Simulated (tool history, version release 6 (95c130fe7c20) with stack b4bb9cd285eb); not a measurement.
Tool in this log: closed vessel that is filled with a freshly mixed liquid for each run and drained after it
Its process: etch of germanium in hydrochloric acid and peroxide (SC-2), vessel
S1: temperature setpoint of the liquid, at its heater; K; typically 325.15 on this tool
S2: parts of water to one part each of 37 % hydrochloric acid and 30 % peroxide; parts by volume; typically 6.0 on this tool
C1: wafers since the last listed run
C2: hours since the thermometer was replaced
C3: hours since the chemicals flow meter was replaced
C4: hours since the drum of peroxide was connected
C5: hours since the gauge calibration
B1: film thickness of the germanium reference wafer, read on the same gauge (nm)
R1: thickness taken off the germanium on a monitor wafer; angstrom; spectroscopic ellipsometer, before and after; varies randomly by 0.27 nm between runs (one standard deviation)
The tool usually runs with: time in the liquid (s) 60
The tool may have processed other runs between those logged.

{"run": 1, "hour": 0.0, "S1": 325.15, "S2": 6.0, "time in the liquid (s)": 60, "C1": 0, "C2": 158.8, "C3": 2012.5, "C4": 913.7, "C5": 322.3, "B1": 100.0, "R1": 1337.8}
{"run": 2, "hour": 13.7, "S1": 325.15, "S2": 6.0, "time in the liquid (s)": 60, "C1": 1793, "C2": 172.5, "C3": 2026.2, "C4": 927.4, "C5": 336.0, "B1": 99.98, "R1": 1331.1}
{"run": 3, "hour": 36.8, "S1": 325.15, "S2": 6.0, "time in the liquid (s)": 60, "C1": 3023, "C2": 195.6, "C3": 2049.3, "C4": 950.5, "C5": 359.1, "B1": 99.99, "R1": 1331.1}
{"run": 4, "hour": 49.5, "S1": 325.15, "S2": 7.5, "time in the liquid (s)": 60, "C1": 1662, "C2": 208.3, "C3": 2062.0, "C4": 963.2, "C5": 371.8, "B1": 99.99, "R1": 1314.4}
{"run": 5, "hour": 70.8, "S1": 325.15, "S2": 6.0, "time in the liquid (s)": 60, "C1": 2788, "C2": 229.6, "C3": 2083.3, "C4": 984.5, "C5": 393.1, "B1": 100.0, "R1": 1330.5}
{"run": 6, "hour": 83.7, "S1": 328.15, "S2": 6.0, "time in the liquid (s)": 90, "C1": 1688, "C2": 242.5, "C3": 2096.2, "C4": 997.4, "C5": 406.0, "B1": 100.01, "R1": 2184.7}
{"run": 7, "hour": 100.7, "S1": 328.15, "S2": 6.0, "time in the liquid (s)": 90, "C1": 2225, "C2": 259.5, "C3": 2113.2, "C4": 1014.4, "C5": 423.0, "B1": 100.02, "R1": 2192.6}
{"run": 8, "hour": 117.6, "S1": 325.15, "S2": 4.5, "time in the liquid (s)": 60, "C1": 2212, "C2": 276.4, "C3": 2130.1, "C4": 1031.3, "C5": 439.9, "B1": 99.99, "R1": 1337.4}
{"run": 9, "hour": 136.4, "S1": 325.15, "S2": 4.5, "time in the liquid (s)": 60, "C1": 2460, "C2": 295.2, "C3": 2148.9, "C4": 1050.1, "C5": 458.7, "B1": 100.02, "R1": 1333.3}
{"run": 10, "hour": 160.5, "S1": 325.15, "S2": 4.0, "time in the liquid (s)": 60, "C1": 3154, "C2": 319.3, "C3": 2173.0, "C4": 1074.2, "C5": 482.8, "B1": 100.01, "R1": 1331.9}
{"run": 11, "hour": 184.2, "S1": 325.15, "S2": 4.0, "time in the liquid (s)": 60, "C1": 3102, "C2": 343.0, "C3": 2196.7, "C4": 1097.9, "C5": 506.5, "B1": 99.99, "R1": 1334.2}
{"run": 12, "hour": 198.5, "S1": 329.65, "S2": 8.0, "time in the liquid (s)": 60, "C1": 1871, "C2": 357.3, "C3": 2211.0, "C4": 1112.2, "C5": 520.8, "B1": 100.01, "R1": 1492.8}
{"run": 13, "hour": 213.1, "S1": 329.65, "S2": 8.0, "time in the liquid (s)": 60, "C1": 1911, "C2": 371.9, "C3": 2225.6, "C4": 1126.8, "C5": 535.4, "B1": 100.0, "R1": 1489.2}
{"run": 14, "hour": 236.7, "S1": 325.15, "S2": 9.0, "time in the liquid (s)": 60, "C1": 3089, "C2": 395.5, "C3": 2249.2, "C4": 1150.4, "C5": 559.0, "B1": 100.0, "R1": 1286.9}
{"hour": 240.9, "done": "gauge calibrated"}
{"run": 15, "hour": 251.4, "S1": 325.15, "S2": 6.0, "time in the liquid (s)": 80, "C1": 1924, "C2": 410.2, "C3": 2263.9, "C4": 1165.1, "C5": 10.5, "B1": 100.0, "R1": 1750.6}
{"run": 16, "hour": 320.1, "S1": 330.15, "S2": 6.0, "time in the liquid (s)": 60, "C1": 8992, "C2": 478.9, "C3": 2332.6, "C4": 1233.8, "C5": 79.2, "B1": 99.99, "R1": 1536.3}
{"run": 17, "hour": 339.4, "S1": 327.65, "S2": 4.5, "time in the liquid (s)": 60, "C1": 2526, "C2": 498.2, "C3": 2351.9, "C4": 1253.1, "C5": 98.5, "B1": 99.99, "R1": 1431.8}
{"hour": 352.9, "done": "thermometer replaced"}
{"run": 18, "hour": 360.3, "S1": 325.15, "S2": 6.0, "time in the liquid (s)": 60, "C1": 2604, "C2": 7.4, "C3": 2372.8, "C4": 1274.0, "C5": 119.4, "B1": 99.99, "R1": 1345.9}
{"run": 19, "hour": 392.3, "S1": 334.65, "S2": 8.5, "time in the liquid (s)": 30, "C1": 4188, "C2": 39.4, "C3": 2404.8, "C4": 1306.0, "C5": 151.4, "B1": 100.0, "R1": 880.1}
{"run": 20, "hour": 406.9, "S1": 318.15, "S2": 8.5, "time in the liquid (s)": 60, "C1": 1911, "C2": 54.0, "C3": 2419.4, "C4": 1320.6, "C5": 166.0, "B1": 100.01, "R1": 1050.9}
{"run": 21, "hour": 423.9, "S1": 325.15, "S2": 7.0, "time in the liquid (s)": 60, "C1": 2225, "C2": 71.0, "C3": 2436.4, "C4": 1337.6, "C5": 183.0, "B1": 100.0, "R1": 1333.9}
{"run": 22, "hour": 441.0, "S1": 318.15, "S2": 6.0, "time in the liquid (s)": 60, "C1": 2238, "C2": 88.1, "C3": 2453.5, "C4": 1354.7, "C5": 200.1, "B1": 99.98, "R1": 1063.7}
{"hour": 446.8, "done": "chemicals flow meter replaced"}
{"hour": 449.7, "done": "new drum of peroxide connected"}
{"run": 23, "hour": 542.3, "S1": 325.15, "S2": 5.0, "time in the liquid (s)": 60, "C1": 12997, "C2": 189.4, "C3": 95.5, "C4": 92.6, "C5": 301.4, "B1": 99.98, "R1": 1340.0}
{"run": 24, "hour": 566.9, "S1": 325.15, "S2": 5.0, "time in the liquid (s)": 30, "C1": 3219, "C2": 214.0, "C3": 120.1, "C4": 117.2, "C5": 326.0, "B1": 99.98, "R1": 670.9}
{"run": 25, "hour": 596.7, "S1": 325.15, "S2": 6.0, "time in the liquid (s)": 60, "C1": 3900, "C2": 243.8, "C3": 149.9, "C4": 147.0, "C5": 355.8, "B1": 99.98, "R1": 1327.7}
{"run": 26, "hour": 620.9, "S1": 332.15, "S2": 7.5, "time in the liquid (s)": 90, "C1": 3167, "C2": 268.0, "C3": 174.1, "C4": 171.2, "C5": 380.0, "B1": 100.0, "R1": 2445.7}
{"run": 27, "hour": 634.2, "S1": 325.15, "S2": 6.0, "time in the liquid (s)": 60, "C1": 1740, "C2": 281.3, "C3": 187.4, "C4": 184.5, "C5": 393.3, "B1": 99.99, "R1": 1326.4}

Alternative continuations, all from the tool just after run 27; predict every row:
{"run": "A", "hour": 634.9, "S1": 325.15, "S2": 8.5, "time in the liquid (s)": 60, "C1": 91, "C2": 282.0, "C3": 188.1, "C4": 185.2, "C5": 394.0, "B1": "?", "R1": "?"}
{"run": "B", "hour": 634.9, "S1": 317.15, "S2": 5.0, "time in the liquid (s)": 60, "C1": 91, "C2": 282.0, "C3": 188.1, "C4": 185.2, "C5": 394.0, "B1": "?", "R1": "?"}
{"run": "C", "hour": 634.9, "S1": 318.65, "S2": 4.0, "time in the liquid (s)": 60, "C1": 91, "C2": 282.0, "C3": 188.1, "C4": 185.2, "C5": 394.0, "B1": "?", "R1": "?"}
{"run": "D", "hour": 634.9, "S1": 333.65, "S2": 8.5, "time in the liquid (s)": 30, "C1": 91, "C2": 282.0, "C3": 188.1, "C4": 185.2, "C5": 394.0, "B1": "?", "R1": "?"}

run=A B1=100.01 R1=1301.4
run=B B1=100.01 R1=1028.2
run=C B1=100.01 R1=1084.1
run=D B1=100.01 R1=843.0
Without the tool's hidden state the same runs would have given:
run=A R1=1321.5
run=B R1=1045.3
run=C R1=1101.9
run=D R1=855.3
